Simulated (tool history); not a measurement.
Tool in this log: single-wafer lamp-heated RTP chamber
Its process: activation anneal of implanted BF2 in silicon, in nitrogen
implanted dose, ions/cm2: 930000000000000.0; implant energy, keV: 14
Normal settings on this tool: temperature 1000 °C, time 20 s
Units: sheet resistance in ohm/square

run,day,temperature,time,"read-back reference wafer on the same gauge, sheet resistance",sheet resistance
1,0.000,1000,20,210.95,219.27
2,1.004,1000,20,210.93,218.02
3,2.446,1020,20,211.09,189.48
4,5.425,1000,20,211.03,216.52
5,7.096,1000,20,211.03,216.56
6,8.496,983,20,210.93,251.37
7,10.904,983,20,211.07,247.04
8,13.167,983,20,210.97,246.92
9,16.117,979,27,211.11,242.05
10,17.183,1020,20,211.00,188.22
11,18.683,1000,20,211.12,219.18
12,21.050,992,26,210.99,224.54
13,23.708,1000,24,210.91,210.01
14,25.512,977,30,211.01,241.88
15,27.062,1010,28,211.07,186.97
16,28.583,1000,20,211.05,218.08

Not shown here: 7 entries made in the log between runs. Locate each between two listed runs and compare the hidden state at the listed run before it with the hidden state at the listed run after it:
Between runs 3 and 4: reflector plate cleaned (day 5.025)
  true wafer temperature minus pyrometer reading, K: 3.95 -> 4.43; wafer temperature error from the tarnished reflector plate, K: 1.03 -> 0.564
  difference, measured minus the result without the unlogged condition, sheet resistance: -5.70 -> -8.36 ohm/square
Between runs 5 and 6: pyrometer window cleaned and pyrometer calibrated (day 7.850)
  true wafer temperature minus pyrometer reading, K: 4.57 -> 1.67; wafer temperature error from the tarnished reflector plate, K: 0.718 -> 1.01
  difference, measured minus the result without the unlogged condition, sheet resistance: -8.86 -> -5.49 ohm/square
Between runs 7 and 8: reflector plate cleaned (day 12.296)
  true wafer temperature minus pyrometer reading, K: 3.52 -> 4.47; wafer temperature error from the tarnished reflector plate, K: 1.84 -> 0.14
  difference, measured minus the result without the unlogged condition, sheet resistance: -10.93 -> -9.37 ohm/square
Between runs 10 and 11: pyrometer window cleaned and pyrometer calibrated (day 18.033)
  true wafer temperature minus pyrometer reading, K: 5.25 -> 1.15; wafer temperature error from the tarnished reflector plate, K: 1 -> 1.63
  difference, measured minus the result without the unlogged condition, sheet resistance: -7.08 -> -4.70 ohm/square
Between runs 11 and 12: gauge calibrated (day 19.175); reflector plate cleaned (day 20.054)
  true wafer temperature minus pyrometer reading, K: 1.15 -> 2.97; wafer temperature error from the tarnished reflector plate, K: 1.63 -> 0.107
  difference, measured minus the result without the unlogged condition, sheet resistance: -4.70 -> -5.82 ohm/square
Between runs 15 and 16: pyrometer window cleaned and pyrometer calibrated (day 28.204)
  true wafer temperature minus pyrometer reading, K: 4.69 -> 0.913; wafer temperature error from the tarnished reflector plate, K: 1.9 -> 2.78
  difference, measured minus the result without the unlogged condition, sheet resistance: -8.59 -> -6.22 ohm/square
